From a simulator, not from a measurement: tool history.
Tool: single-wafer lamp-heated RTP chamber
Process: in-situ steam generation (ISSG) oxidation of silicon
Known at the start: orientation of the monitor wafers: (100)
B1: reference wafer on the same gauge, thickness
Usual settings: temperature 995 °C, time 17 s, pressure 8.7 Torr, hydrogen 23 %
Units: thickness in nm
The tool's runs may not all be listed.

Run 1, day 0.000: usual settings; B1 5.619. Result: thickness 5.317 nm.
Run 2, day 1.633: usual settings; B1 5.616. Result: thickness 5.316 nm.
Run 3, day 2.021: usual settings but time 20 s, hydrogen 15 %; B1 5.620. Result: thickness 5.214 nm.
Run 4, day 2.554: usual settings but time 20 s, hydrogen 15 %; B1 5.618. Result: thickness 5.220 nm.
Run 5, day 3.025: usual settings but time 20 s, hydrogen 15 %; B1 5.624. Result: thickness 5.224 nm.
Run 6, day 3.483: usual settings; B1 5.625. Result: thickness 5.327 nm.
Run 7, day 4.038: usual settings; B1 5.620. Result: thickness 5.348 nm.
Run 8, day 4.592: usual settings but temperature 1002 °C; B1 5.621. Result: thickness 5.465 nm.
Run 9, day 5.342: usual settings but temperature 1002 °C; B1 5.620. Result: thickness 5.490 nm.
Run 10, day 5.696: usual settings but temperature 1002 °C; B1 5.612. Result: thickness 5.491 nm.
Run 11, day 6.142: usual settings but time 12 s; B1 5.631. Result: thickness 4.599 nm.
Run 12, day 6.629: usual settings but hydrogen 17 %; B1 5.618. Result: thickness 4.973 nm.
Run 13, day 6.996: usual settings but hydrogen 17 %; B1 5.615. Result: thickness 4.915 nm.
Run 14, day 7.442: usual settings; B1 5.616. Result: thickness 5.356 nm.
Run 15, day 7.796: usual settings but temperature 982 °C, time 12 s; B1 5.620. Result: thickness 4.327 nm.
At day 8.171: pyrometer window cleaned and pyrometer calibrated.
Run 16, day 8.496: usual settings; B1 5.630. Result: thickness 5.198 nm.
Run 17, day 9.217: usual settings; B1 5.624. Result: thickness 5.147 nm.
At day 9.758: pressure gauge zeroed.
Run 18, day 9.775: usual settings but time 20 s, hydrogen 15 %; B1 5.616. Result: thickness 5.079 nm.
Run 19, day 10.171: usual settings but pressure 10.0 Torr; B1 5.614. Result: thickness 5.044 nm.
Run 20, day 10.708: usual settings but time 15 s, hydrogen 27 %; B1 5.627. Result: thickness 5.121 nm.
Run 21, day 11.396: usual settings but time 13 s, pressure 7.6 Torr, hydrogen 17 %; B1 5.617. Result: thickness 4.309 nm.
At day 11.838: hydrogen flow controller replaced.
Run 22, day 12.071: usual settings but temperature 1001 °C, time 10 s, pressure 8.1 Torr; B1 5.613. Result: thickness 4.240 nm.
At day 12.117: gauge calibrated.
Run 23, day 12.504: usual settings but time 23 s, hydrogen 26 %; B1 5.615. Result: thickness 6.179 nm.
Run 24, day 14.221: usual settings but hydrogen 14 %; B1 5.627. Result: thickness 4.700 nm.
Run 25, day 14.812: usual settings; B1 5.623. Result: thickness 5.222 nm.
Run 26, day 15.417: usual settings but temperature 983 °C, pressure 7.9 Torr, hydrogen 26 %; B1 5.617. Result: thickness 5.177 nm.
Run 27, day 16.029: usual settings but temperature 1001 °C, time 21 s, hydrogen 19 %; B1 5.621. Result: thickness 5.703 nm.
Run 28, day 16.333: usual settings but temperature 980 °C; B1 5.624. Result: thickness 4.962 nm.
Run 29, day 16.658: usual settings but temperature 978 °C, time 11 s, pressure 8.1 Torr; B1 5.629. Result: thickness 4.135 nm.
Run 30, day 16.979: usual settings but temperature 1001 °C, time 14 s, pressure 8.0 Torr, hydrogen 17 %; B1 5.621. Result: thickness 4.657 nm.

Measured less the same run without the tool's hidden state. The same run-to-run variation is in both; the gauge's scatter may not be:
The hidden state here: true wafer temperature minus pyrometer reading, K; true pressure minus gauge reading, Torr; deviation of the hydrogen flow from its setpoint, %; gauge reads high (%).
run  thickness
  1     +0.193
  2     +0.197
  3     +0.203
  4     +0.205
  5     +0.206
  6     +0.203
  7     +0.205
  8     +0.220
  9     +0.222
 10     +0.223
 11     +0.159
 12     +0.195
 13     +0.192
 14     +0.212
 15     +0.139
 16     +0.028
 17     +0.041
 18     +0.053
 19     +0.057
 20     +0.064
 21     +0.059
 22     +0.063
 23     +0.123
 24     +0.104
 25     +0.123
 26     +0.119
 27     +0.163
 28     +0.119
 29     +0.085
 30     +0.125
